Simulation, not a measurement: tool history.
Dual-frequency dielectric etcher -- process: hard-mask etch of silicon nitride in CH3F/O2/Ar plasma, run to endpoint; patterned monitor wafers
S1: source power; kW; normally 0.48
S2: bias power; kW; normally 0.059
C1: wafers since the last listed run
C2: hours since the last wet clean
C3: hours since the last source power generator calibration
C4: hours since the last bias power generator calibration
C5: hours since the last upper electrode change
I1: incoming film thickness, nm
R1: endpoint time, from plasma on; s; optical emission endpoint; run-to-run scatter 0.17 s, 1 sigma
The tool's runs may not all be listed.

{"run": 1, "hour": 0.0, "S1": 0.48, "S2": 0.059, "C1": 0, "C2": 112.7, "C3": 3125.6, "C4": 2802.7, "C5": 2049, "I1": 36.03, "R1": 51.8}
{"run": 2, "hour": 39.5, "S1": 0.48, "S2": 0.059, "C1": 425, "C2": 152.2, "C3": 3165.1, "C4": 2842.2, "C5": 2088.5, "I1": 35.86, "R1": 51.5}
{"run": 3, "hour": 63.7, "S1": 0.45, "S2": 0.069, "C1": 260, "C2": 176.4, "C3": 3189.3, "C4": 2866.4, "C5": 2112.7, "I1": 36.14, "R1": 48.9}
{"run": 4, "hour": 127.0, "S1": 0.45, "S2": 0.069, "C1": 681, "C2": 239.7, "C3": 3252.6, "C4": 2929.7, "C5": 2176, "I1": 35.83, "R1": 48.5}
{"run": 5, "hour": 184.5, "S1": 0.45, "S2": 0.069, "C1": 618, "C2": 297.2, "C3": 3310.1, "C4": 2987.2, "C5": 2233.5, "I1": 35.82, "R1": 47.9}
{"run": 6, "hour": 293.0, "S1": 0.48, "S2": 0.059, "C1": 1167, "C2": 405.7, "C3": 3418.6, "C4": 3095.7, "C5": 2342, "I1": 35.7, "R1": 50.6}
{"run": 7, "hour": 353.7, "S1": 0.48, "S2": 0.059, "C1": 653, "C2": 466.4, "C3": 3479.3, "C4": 3156.4, "C5": 2402.7, "I1": 35.95, "R1": 50.5}
{"hour": 384.0, "done": "bias power generator calibrated"}
{"run": 8, "hour": 416.4, "S1": 0.52, "S2": 0.059, "C1": 631, "C2": 529.1, "C3": 3542, "C4": 32.4, "C5": 2465.4, "I1": 36.42, "R1": 49.7}
{"hour": 453.6, "done": "wet clean of the chamber"}
{"hour": 463.5, "done": "upper electrode replaced, of another model than before"}
{"run": 9, "hour": 464.5, "S1": 0.48, "S2": 0.059, "C1": 152, "C2": 10.9, "C3": 3590.1, "C4": 80.5, "C5": 1, "I1": 36.2, "R1": 52.8}
{"hour": 517.9, "done": "source power generator calibrated"}
{"run": 10, "hour": 518.4, "S1": 0.48, "S2": 0.059, "C1": 537, "C2": 64.8, "C3": 0.5, "C4": 134.4, "C5": 54.9, "I1": 35.84, "R1": 51.7}
{"run": 11, "hour": 560.9, "S1": 0.53, "S2": 0.054, "C1": 457, "C2": 107.3, "C3": 43, "C4": 176.9, "C5": 97.4, "I1": 35.77, "R1": 51.5}
{"run": 12, "hour": 625.1, "S1": 0.36, "S2": 0.049, "C1": 690, "C2": 171.5, "C3": 107.2, "C4": 241.1, "C5": 161.6, "I1": 35.91, "R1": 56.6}
{"run": 13, "hour": 680.2, "S1": 0.52, "S2": 0.068, "C1": 593, "C2": 226.6, "C3": 162.3, "C4": 296.2, "C5": 216.7, "I1": 36.18, "R1": 49}
{"run": 14, "hour": 712.0, "S1": 0.48, "S2": 0.059, "C1": 342, "C2": 258.4, "C3": 194.1, "C4": 328, "C5": 248.5, "I1": 36.07, "R1": 51.4}
{"run": 15, "hour": 763.8, "S1": 0.39, "S2": 0.073, "C1": 557, "C2": 310.2, "C3": 245.9, "C4": 379.8, "C5": 300.3, "I1": 35.79, "R1": 49.6}
{"run": 16, "hour": 798.7, "S1": 0.48, "S2": 0.064, "C1": 375, "C2": 345.1, "C3": 280.8, "C4": 414.7, "C5": 335.2, "I1": 36.16, "R1": 50.1}

Estimate the outcome of run 17 from the log above:
{"run": 17, "hour": 847.1, "S1": 0.55, "S2": 0.059, "C1": 520, "C2": 393.5, "C3": 329.2, "C4": 463.1, "C5": 383.6, "I1": 36.1, "R1": "?"}

R1: 49.5 s
If the tool had no hidden condition, the same run with the same run-to-run variation would have returned R1 50.9 s.
